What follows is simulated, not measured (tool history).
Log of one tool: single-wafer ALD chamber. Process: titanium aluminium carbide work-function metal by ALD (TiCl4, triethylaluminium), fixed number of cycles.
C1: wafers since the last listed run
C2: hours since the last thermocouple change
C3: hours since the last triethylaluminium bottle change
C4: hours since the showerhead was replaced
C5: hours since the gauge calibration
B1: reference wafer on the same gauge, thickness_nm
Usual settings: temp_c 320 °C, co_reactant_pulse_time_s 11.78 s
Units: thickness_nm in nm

run 1 hour=0 | temp_c=325 co_reactant_pulse_time_s=8.72 | C1=0 C2=1013.5 C3=1301.9 C4=2247 C5=479.6 | B1=2.209 | thickness_nm=2.259
run 2 hour=32.3 | temp_c=325 co_reactant_pulse_time_s=8.72 | C1=384 C2=1045.8 C3=1334.2 C4=2279.3 C5=511.9 | B1=2.211 | thickness_nm=2.268
run 3 hour=60.9 | temp_c=320 co_reactant_pulse_time_s=11.78 | C1=340 C2=1074.4 C3=1362.8 C4=2307.9 C5=540.5 | B1=2.209 | thickness_nm=2.258
run 4 hour=87.6 | temp_c=320 co_reactant_pulse_time_s=11.78 | C1=317 C2=1101.1 C3=1389.5 C4=2334.6 C5=567.2 | B1=2.207 | thickness_nm=2.234
run 5 hour=110.9 | temp_c=320 co_reactant_pulse_time_s=11.78 | C1=277 C2=1124.4 C3=1412.8 C4=2357.9 C5=590.5 | B1=2.211 | thickness_nm=2.253
run 6 hour=140.1 | temp_c=320 co_reactant_pulse_time_s=13.75 | C1=347 C2=1153.6 C3=1442 C4=2387.1 C5=619.7 | B1=2.209 | thickness_nm=2.267
run 7 hour=160.3 | temp_c=320 co_reactant_pulse_time_s=13.75 | C1=240 C2=1173.8 C3=1462.2 C4=2407.3 C5=639.9 | B1=2.21 | thickness_nm=2.249
run 8 hour=189.6 | temp_c=320 co_reactant_pulse_time_s=13.75 | C1=348 C2=1203.1 C3=1491.5 C4=2436.6 C5=669.2 | B1=2.208 | thickness_nm=2.258
-- hour=216 thermocouple changed; heater temperature recalibrated
run 9 hour=289.1 | temp_c=320 co_reactant_pulse_time_s=11.78 | C1=1088 C2=73.1 C3=1591 C4=2536.1 C5=768.7 | B1=2.211 | thickness_nm=2.301
run 10 hour=302 | temp_c=316 co_reactant_pulse_time_s=10.55 | C1=153 C2=86 C3=1603.9 C4=2549 C5=781.6 | B1=2.212 | thickness_nm=2.252
run 11 hour=316.1 | temp_c=316 co_reactant_pulse_time_s=10.55 | C1=167 C2=100.1 C3=1618 C4=2563.1 C5=795.7 | B1=2.208 | thickness_nm=2.259
-- hour=336.6 triethylaluminium bottle replaced
run 12 hour=345.7 | temp_c=316 co_reactant_pulse_time_s=10.55 | C1=257 C2=129.7 C3=9.1 C4=2592.7 C5=825.3 | B1=2.208 | thickness_nm=2.269
run 13 hour=357.9 | temp_c=320 co_reactant_pulse_time_s=11.78 | C1=145 C2=141.9 C3=21.3 C4=2604.9 C5=837.5 | B1=2.21 | thickness_nm=2.3
run 14 hour=372.9 | temp_c=320 co_reactant_pulse_time_s=11.78 | C1=178 C2=156.9 C3=36.3 C4=2619.9 C5=852.5 | B1=2.211 | thickness_nm=2.291
run 15 hour=401.5 | temp_c=311 co_reactant_pulse_time_s=15.11 | C1=340 C2=185.5 C3=64.9 C4=2648.5 C5=881.1 | B1=2.21 | thickness_nm=2.248
run 16 hour=434.1 | temp_c=320 co_reactant_pulse_time_s=11.78 | C1=387 C2=218.1 C3=97.5 C4=2681.1 C5=913.7 | B1=2.209 | thickness_nm=2.298
run 17 hour=460.2 | temp_c=320 co_reactant_pulse_time_s=7.26 | C1=310 C2=244.2 C3=123.6 C4=2707.2 C5=939.8 | B1=2.208 | thickness_nm=2.249
run 18 hour=493.6 | temp_c=320 co_reactant_pulse_time_s=11.78 | C1=397 C2=277.6 C3=157 C4=2740.6 C5=973.2 | B1=2.208 | thickness_nm=2.29
run 19 hour=506.9 | temp_c=320 co_reactant_pulse_time_s=11.78 | C1=158 C2=290.9 C3=170.3 C4=2753.9 C5=986.5 | B1=2.209 | thickness_nm=2.296
run 20 hour=532.5 | temp_c=310 co_reactant_pulse_time_s=8.98 | C1=304 C2=316.5 C3=195.9 C4=2779.5 C5=1012.1 | B1=2.211 | thickness_nm=2.19
run 21 hour=557.6 | temp_c=305 co_reactant_pulse_time_s=13.97 | C1=298 C2=341.6 C3=221 C4=2804.6 C5=1037.2 | B1=2.209 | thickness_nm=2.183
run 22 hour=583.2 | temp_c=329 co_reactant_pulse_time_s=13.98 | C1=304 C2=367.2 C3=246.6 C4=2830.2 C5=1062.8 | B1=2.209 | thickness_nm=2.383
run 23 hour=606.8 | temp_c=307 co_reactant_pulse_time_s=11.78 | C1=280 C2=390.8 C3=270.2 C4=2853.8 C5=1086.4 | B1=2.211 | thickness_nm=2.187
run 24 hour=630.1 | temp_c=320 co_reactant_pulse_time_s=11.78 | C1=277 C2=414.1 C3=293.5 C4=2877.1 C5=1109.7 | B1=2.211 | thickness_nm=2.298
run 25 hour=646 | temp_c=328 co_reactant_pulse_time_s=11.78 | C1=189 C2=430 C3=309.4 C4=2893 C5=1125.6 | B1=2.21 | thickness_nm=2.356
run 26 hour=667.7 | temp_c=333 co_reactant_pulse_time_s=13.95 | C1=258 C2=451.7 C3=331.1 C4=2914.7 C5=1147.3 | B1=2.208 | thickness_nm=2.395
run 27 hour=692.7 | temp_c=331 co_reactant_pulse_time_s=13.41 | C1=297 C2=476.7 C3=356.1 C4=2939.7 C5=1172.3 | B1=2.21 | thickness_nm=2.386
-- hour=704.2 gauge calibrated
-- hour=706.1 showerhead replaced
run 28 hour=706.6 | temp_c=316 co_reactant_pulse_time_s=10.19 | C1=70 C2=490.6 C3=370 C4=0.5 C5=2.4 | B1=2.21 | thickness_nm=2.255
run 29 hour=736.4 | temp_c=320 co_reactant_pulse_time_s=11.78 | C1=354 C2=520.4 C3=399.8 C4=30.3 C5=32.2 | B1=2.21 | thickness_nm=2.283
run 30 hour=763.7 | temp_c=332 co_reactant_pulse_time_s=13.46 | C1=324 C2=547.7 C3=427.1 C4=57.6 C5=59.5 | B1=2.207 | thickness_nm=2.384
run 31 hour=799.5 | temp_c=320 co_reactant_pulse_time_s=14 | C1=426 C2=583.5 C3=462.9 C4=93.4 C5=95.3 | B1=2.209 | thickness_nm=2.308
run 32 hour=819.1 | temp_c=320 co_reactant_pulse_time_s=11.78 | C1=233 C2=603.1 C3=482.5 C4=113 C5=114.9 | B1=2.21 | thickness_nm=2.288
run 33 hour=842.3 | temp_c=320 co_reactant_pulse_time_s=11.78 | C1=276 C2=626.3 C3=505.7 C4=136.2 C5=138.1 | B1=2.21 | thickness_nm=2.281
run 34 hour=916.9 | temp_c=331 co_reactant_pulse_time_s=14.51 | C1=887 C2=700.9 C3=580.3 C4=210.8 C5=212.7 | B1=2.212 | thickness_nm=2.394

How the hidden state differs across the entries between the runs, from the last listed run before each to the first after it:
Between runs 8 and 9: thermocouple changed; heater temperature recalibrated (hour 216)
  wafer temperature above the value expected at the setpoint (K): -7.18 -> 0.299
  measured less the result without the state, thickness_nm: -0.059 -> +0.003 nm
Between runs 11 and 12: triethylaluminium bottle replaced (hour 336.6)
  wafer temperature above the value expected at the setpoint (K): 0.279 -> 0.249
  measured less the result without the state, thickness_nm: +0.003 -> +0.002 nm
Between runs 27 and 28: gauge calibrated (hour 704.2); showerhead replaced (hour 706.1)
  wafer temperature above the value expected at the setpoint (K): -0.664 -> -0.722
  measured less the result without the state, thickness_nm: -0.006 -> -0.006 nm
